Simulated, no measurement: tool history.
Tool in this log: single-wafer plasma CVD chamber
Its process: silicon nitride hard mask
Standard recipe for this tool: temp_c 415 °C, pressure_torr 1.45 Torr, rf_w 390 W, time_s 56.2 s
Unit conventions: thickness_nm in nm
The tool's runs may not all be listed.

run	day	temp_c	pressure_torr	rf_w	time_s	wafers since the last listed run	hours since the last thermocouple change	hours since the last RF generator calibration	hours since the last manometer calibration	hours since the showerhead was replaced	hours since the gauge calibration	read-back reference wafer on the same gauge, thickness_nm	thickness_nm
1	0.000	405	1.45	390	56.2	0	1759.3	2057.8	2155.1	2684.1	359.4	85.726	70.995
2	1.125	415	1.45	390	56.2	523	1786.3	2084.8	2182.1	2711.1	386.4	85.751	70.873
3	1.671	415	1.45	390	56.2	254	1799.4	2097.9	2195.2	2724.2	399.5	85.850	70.508
4	2.196	415	1.45	390	56.2	244	1812.0	2110.5	2207.8	2736.8	412.1	85.789	70.861
5	3.671	415	1.37	390	56.2	686	1847.4	2145.9	2243.2	2772.2	447.5	85.871	69.217
6	4.475	415	1.37	390	56.2	374	1866.7	2165.2	2262.5	2791.5	466.8	85.777	69.511
7	5.621	415	1.45	390	56.2	533	1894.2	2192.7	2290.0	2819.0	494.3	85.811	70.559
# day 6.675: RF generator calibrated
# day 6.738: gauge calibrated
# day 6.838: showerhead replaced
8	6.858	415	1.45	425	56.2	343	1923.9	4.4	2319.7	0.5	2.9	85.813	76.029
9	7.183	415	1.45	390	56.2	151	1931.7	12.2	2327.5	8.3	10.7	85.745	73.257
10	7.875	415	1.45	390	56.2	322	1948.3	28.8	2344.1	24.9	27.3	85.729	73.074
11	8.771	415	1.45	390	56.2	417	1969.8	50.3	2365.6	46.4	48.8	85.803	73.122
# day 9.442: capacitance manometer re-zeroed and calibrated
12	10.012	410	1.80	350	63.6	422	1999.6	80.1	13.7	76.2	78.6	85.762	83.855
13	10.938	415	1.76	390	49.8	430	2021.8	102.3	35.9	98.4	100.8	85.774	68.377
14	12.038	423	1.45	390	56.2	512	2048.2	128.7	62.3	124.8	127.2	85.853	72.242
# day 13.412: thermocouple changed; heater temperature recalibrated
15	13.433	415	1.18	330	56.2	494	0.5	162.2	95.8	158.3	160.7	85.838	63.021
16	14.025	415	1.45	390	62.7	275	14.7	176.4	110.0	172.5	174.9	85.754	80.874
17	14.800	415	1.45	390	56.2	360	33.3	195.0	128.6	191.1	193.5	85.793	72.517

The next listed run, before its measurement:
18	17.317	415	1.45	390	56.2	1171	93.7	255.4	189.0	251.5	253.9	?	?

Logged for run 18: read-back reference wafer on the same gauge, thickness_nm 85.785, thickness_nm 72.347 nm.
Were there no unlogged condition in the tool, this run, its random variation unchanged, would have produced thickness_nm 73.673 nm.

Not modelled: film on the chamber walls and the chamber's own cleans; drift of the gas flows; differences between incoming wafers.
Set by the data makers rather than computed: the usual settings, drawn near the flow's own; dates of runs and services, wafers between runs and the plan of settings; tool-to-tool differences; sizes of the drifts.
